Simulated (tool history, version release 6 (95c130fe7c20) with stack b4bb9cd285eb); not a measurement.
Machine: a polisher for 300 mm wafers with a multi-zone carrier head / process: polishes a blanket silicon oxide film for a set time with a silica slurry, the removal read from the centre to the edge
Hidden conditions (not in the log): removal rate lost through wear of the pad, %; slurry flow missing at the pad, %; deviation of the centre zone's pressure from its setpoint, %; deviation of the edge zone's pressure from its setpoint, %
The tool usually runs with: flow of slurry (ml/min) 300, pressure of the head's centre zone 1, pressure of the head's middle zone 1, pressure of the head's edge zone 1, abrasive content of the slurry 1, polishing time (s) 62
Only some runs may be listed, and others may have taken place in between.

run,hour,flow of slurry (ml/min),pressure of the head's centre zone,pressure of the head's middle zone,pressure of the head's edge zone,abrasive content of the slurry,polishing time (s),wafers since the last listed run,wafers polished on this pad,hours since the slurry nozzle was cleaned,hours since the centre zone pressure was calibrated,hours since the edge zone pressure was calibrated,hours since the carrier head's membrane was replaced,"incoming thickness of the incoming film, nm",film removed at the wafer's centre (angstrom),film removed at mid-radius (angstrom),film removed at the wafer's edge (angstrom)
1,0,300,1,1,1,1,62,0,2165,652.4,519.7,658.4,953.1,841.7,3089,3067,3067
# hour 51.1: slurry nozzle cleaned
2,309.4,300,1,1.1,1,1.2,62,2222,4388,258.3,829.1,967.8,1262.5,842.7,3430,3750,3491
# hour 339.8: centre zone pressure recalibrated
3,374.7,255,1.07,1,1,1,62,456,4845,323.6,34.9,1033.1,1327.8,823.4,3254,3148,3143
4,462.3,300,1,1,1,1,62,631,5476,411.2,122.5,1120.7,1415.4,814.2,3118,3173,3182
# hour 475.6: worn pad replaced by a new one
5,524.7,375,1,1,0.9,1,62,420,353,473.6,184.9,1183.1,1477.8,817.7,3205,3196,3076
6,593,300,1,1.1,1,1,47,492,846,541.9,253.2,1251.4,1546.1,828.7,2371,2556,2339
# hour 676: edge zone pressure recalibrated
# hour 712.7: slurry nozzle cleaned
7,784.5,300,1,1,1,1,62,1358,2204,71.8,444.7,108.5,1737.6,829.4,3160,3107,3141
# hour 815.6: carrier head's membrane replaced by a new one
8,836.2,300,1,1,1,1,69,336,2541,123.5,496.4,160.2,20.6,825.7,3549,3453,3555
9,876.3,300,1,1,1,0.75,62,289,2830,163.6,536.5,200.3,60.7,839.6,2808,2755,2722
10,957,300,1,1,1,1,62,581,3412,244.3,617.2,281,141.4,832.5,3099,3104,3206
11,1056.3,300,1,1.1,1,1.2,62,715,4127,343.6,716.5,380.3,240.7,842.9,3376,3691,3433
12,1093.3,300,1,1,1,1,62,266,4394,380.6,753.5,417.3,277.7,822,3126,3168,3164
# hour 1123.6: centre zone pressure recalibrated
13,1141,300,1,1.1,1,1.2,62,329,4724,428.3,17.4,465,325.4,839.9,3355,3585,3402
# hour 1182.1: worn pad replaced by a new one
14,1198.9,300,1,1,1,1,62,388,120,486.2,75.3,522.9,383.3,829.8,3085,3108,3019
15,1290.6,230,0.94,1,0.89,1,62,660,781,577.9,167,614.6,475,837.2,2826,3005,2918
16,1376,300,1,1,1,1,50,615,1397,663.3,252.4,700,560.4,819.5,2495,2469,2477
# hour 1482.4: slurry nozzle cleaned
17,1685.4,240,1,1,1.05,1,62,2222,3620,203,561.8,1009.4,869.8,830.2,3113,3159,3195
18,1763.9,300,1,1,1,1.25,45,565,4186,281.5,640.3,1087.9,948.3,828.6,2500,2521,2602
# hour 1781.7: edge zone pressure recalibrated
19,1828.4,240,1,1,1,1,62,450,4636,346,704.8,46.7,1012.8,840,3117,3129,3101
20,1912.5,300,1,1,1.12,1.2,73,606,5242,430.1,788.9,130.8,1096.9,824.2,3940,4001,4197
# hour 1947.2: centre zone pressure recalibrated
# hour 1969: worn pad replaced by a new one
21,1997.5,300,1,1,1.06,0.75,44,569,205,515.1,50.3,215.8,1181.9,816.4,1884,1905,2037

Forecast run 22:
22,2105,370,0.96,0.94,1.1,1,62,774,979,622.6,157.8,323.3,1289.4,832.7,?,?,?

film removed at the wafer's centre (angstrom): 3084
film removed at mid-radius (angstrom): 2982
film removed at the wafer's edge (angstrom): 3246
With the hidden condition absent and the run-to-run variation left alone, this run would have shown film removed at the wafer's centre (angstrom) 3163, film removed at mid-radius (angstrom) 3052, film removed at the wafer's edge (angstrom) 3304.

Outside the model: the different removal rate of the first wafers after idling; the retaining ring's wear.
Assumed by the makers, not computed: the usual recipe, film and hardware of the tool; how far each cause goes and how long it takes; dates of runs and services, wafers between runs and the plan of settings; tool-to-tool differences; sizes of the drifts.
